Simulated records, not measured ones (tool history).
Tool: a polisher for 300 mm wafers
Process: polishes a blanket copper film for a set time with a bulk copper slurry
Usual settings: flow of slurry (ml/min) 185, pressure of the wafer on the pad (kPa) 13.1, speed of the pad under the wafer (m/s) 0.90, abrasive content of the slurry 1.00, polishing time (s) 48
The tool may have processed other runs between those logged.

| run | hour | flow of slurry (ml/min) | pressure of the wafer on the pad (kPa) | speed of the pad under the wafer (m/s) | abrasive content of the slurry | polishing time (s) | wafers since the last listed run | wafers polished on this pad | hours since the slurry nozzle was cleaned | hours since the head pressure was calibrated | hours since the slurry blender was calibrated | incoming thickness of the incoming film, nm | film removed (Å) |
|---|---|---|---|---|---|---|---|---|---|---|---|---|---|
| 1 | 0.0 | 185 | 13.1 | 0.90 | 1.00 | 48 | 0 | 433 | 381.7 | 132.3 | 218.7 | 3522.2 | 2955 |
|  | 18.7 | slurry nozzle cleaned |
| 2 | 71.5 | 185 | 13.1 | 0.90 | 1.00 | 48 | 506 | 939 | 52.8 | 203.8 | 290.2 | 3470.8 | 2952 |
|  | 97.8 | slurry blender recalibrated |
| 3 | 101.0 | 185 | 13.1 | 0.90 | 1.05 | 55 | 197 | 1137 | 82.3 | 233.3 | 3.2 | 3492.2 | 3402 |
|  | 216.4 | head pressure recalibrated |
| 4 | 243.8 | 185 | 13.1 | 0.90 | 1.00 | 61 | 1011 | 2148 | 225.1 | 27.4 | 146.0 | 3528.7 | 3844 |
| 5 | 288.4 | 185 | 13.1 | 0.90 | 1.00 | 61 | 320 | 2468 | 269.7 | 72.0 | 190.6 | 3454.2 | 3844 |
|  | 297.3 | worn pad replaced by a new one |
| 6 | 335.5 | 185 | 13.1 | 0.90 | 0.85 | 55 | 309 | 274 | 316.8 | 119.1 | 237.7 | 3519.5 | 3229 |
| 7 | 391.7 | 185 | 13.1 | 0.90 | 0.85 | 55 | 403 | 678 | 373.0 | 175.3 | 293.9 | 3524.2 | 3258 |
|  | 397.8 | slurry blender recalibrated |
| 8 | 454.6 | 185 | 13.1 | 0.90 | 1.00 | 48 | 437 | 1115 | 435.9 | 238.2 | 56.8 | 3473.6 | 2899 |
| 9 | 506.6 | 185 | 13.1 | 0.90 | 1.00 | 48 | 373 | 1488 | 487.9 | 290.2 | 108.8 | 3550.3 | 2837 |
|  | 529.4 | slurry nozzle cleaned |
| 10 | 539.0 | 185 | 13.1 | 0.90 | 0.90 | 48 | 225 | 1714 | 9.6 | 322.6 | 141.2 | 3451.2 | 2809 |
| 11 | 605.4 | 185 | 13.1 | 0.90 | 0.90 | 48 | 476 | 2191 | 76.0 | 389.0 | 207.6 | 3484.6 | 2820 |
|  | 610.8 | head pressure recalibrated |
|  | 616.4 | worn pad replaced by a new one, of another model than before |
| 12 | 641.9 | 185 | 13.1 | 0.90 | 0.90 | 48 | 219 | 183 | 112.5 | 31.1 | 244.1 | 3507.3 | 2947 |
| 13 | 707.3 | 185 | 13.1 | 0.90 | 1.00 | 48 | 469 | 653 | 177.9 | 96.5 | 309.5 | 3495.6 | 3002 |
|  | 723.2 | slurry blender recalibrated |
| 14 | 733.1 | 185 | 13.1 | 0.90 | 1.00 | 43 | 170 | 824 | 203.7 | 122.3 | 9.9 | 3505.2 | 2688 |
| 15 | 767.9 | 185 | 13.1 | 0.90 | 1.00 | 48 | 249 | 1073 | 238.5 | 157.1 | 44.7 | 3468.9 | 2970 |
| 16 | 835.6 | 135 | 8.3 | 0.90 | 1.00 | 48 | 486 | 1560 | 306.2 | 224.8 | 112.4 | 3565.9 | 2228 |
| 17 | 860.1 | 185 | 13.1 | 1.14 | 0.90 | 48 | 175 | 1736 | 330.7 | 249.3 | 136.9 | 3508.0 | 3536 |
| 18 | 923.8 | 205 | 14.5 | 0.90 | 1.00 | 48 | 457 | 2193 | 394.4 | 313.0 | 200.6 | 3489.3 | 3222 |
|  | 926.0 | slurry nozzle cleaned |
|  | 959.3 | worn pad replaced by a new one |
|  | 978.1 | head pressure recalibrated |
| 19 | 989.4 | 185 | 13.1 | 0.90 | 1.00 | 48 | 420 | 201 | 63.4 | 11.3 | 266.2 | 3538.1 | 3094 |
| 20 | 1041.2 | 185 | 13.1 | 0.90 | 1.00 | 48 | 372 | 573 | 115.2 | 63.1 | 318.0 | 3500.8 | 3010 |
|  | 1052.9 | slurry blender recalibrated |
| 21 | 1097.8 | 185 | 13.1 | 0.90 | 1.00 | 48 | 392 | 966 | 171.8 | 119.7 | 44.9 | 3535.5 | 3002 |
| 22 | 1138.6 | 185 | 13.1 | 0.90 | 1.00 | 48 | 293 | 1259 | 212.6 | 160.5 | 85.7 | 3572.3 | 2933 |
| 23 | 1208.9 | 185 | 13.1 | 0.90 | 1.25 | 48 | 504 | 1763 | 282.9 | 230.8 | 156.0 | 3554.3 | 3139 |
| 24 | 1247.0 | 185 | 13.1 | 0.82 | 1.00 | 48 | 273 | 2037 | 321.0 | 268.9 | 194.1 | 3505.2 | 2768 |
| 25 | 1309.2 | 185 | 9.0 | 1.06 | 1.00 | 58 | 446 | 2484 | 383.2 | 331.1 | 256.3 | 3465.7 | 3410 |
|  | 1319.8 | worn pad replaced by a new one |
|  | 1335.8 | head pressure recalibrated |
| 26 | 1341.0 | 230 | 13.1 | 0.90 | 1.00 | 48 | 185 | 137 | 415.0 | 5.2 | 288.1 | 3495.5 | 3158 |
| 27 | 1379.0 | 185 | 13.1 | 0.90 | 1.00 | 48 | 272 | 410 | 453.0 | 43.2 | 326.1 | 3550.2 | 3092 |
|  | 1413.3 | slurry blender recalibrated |
|  | 1416.3 | slurry nozzle cleaned |
| 28 | 1430.7 | 220 | 16.5 | 0.68 | 1.00 | 48 | 349 | 760 | 14.4 | 94.9 | 17.4 | 3507.3 | 2848 |
| 29 | 1644.8 | 185 | 13.1 | 0.90 | 1.00 | 48 | 1537 | 2298 | 228.5 | 309.0 | 231.5 | 3491.0 | 2999 |
|  | 1649.4 | worn pad replaced by a new one |
| 30 | 1694.5 | 185 | 13.1 | 0.72 | 1.00 | 48 | 328 | 323 | 278.2 | 358.7 | 281.2 | 3546.1 | 2513 |

Predict each of these 3 candidate next runs independently; none follows another, all start after run 30:
| A | 1694.9 | 185 | 13.1 | 0.90 | 0.80 | 48 | 2 | 326 | 278.6 | 359.1 | 281.6 | 3496.3 | ? |
| B | 1694.9 | 150 | 17.2 | 0.90 | 1.15 | 42 | 2 | 326 | 278.6 | 359.1 | 281.6 | 3496.3 | ? |
| C | 1694.9 | 185 | 9.0 | 0.90 | 1.00 | 37 | 2 | 326 | 278.6 | 359.1 | 281.6 | 3496.3 | ? |

| run | film removed (Å) |
|---|---|
| A | 2840 |
| B | 2942 |
| C | 1948 |
Without the tool's unlogged condition, the same runs would have read:
| run | film removed (Å) |
|---|---|
| A | 2940 |
| B | 3045 |
| C | 2017 |
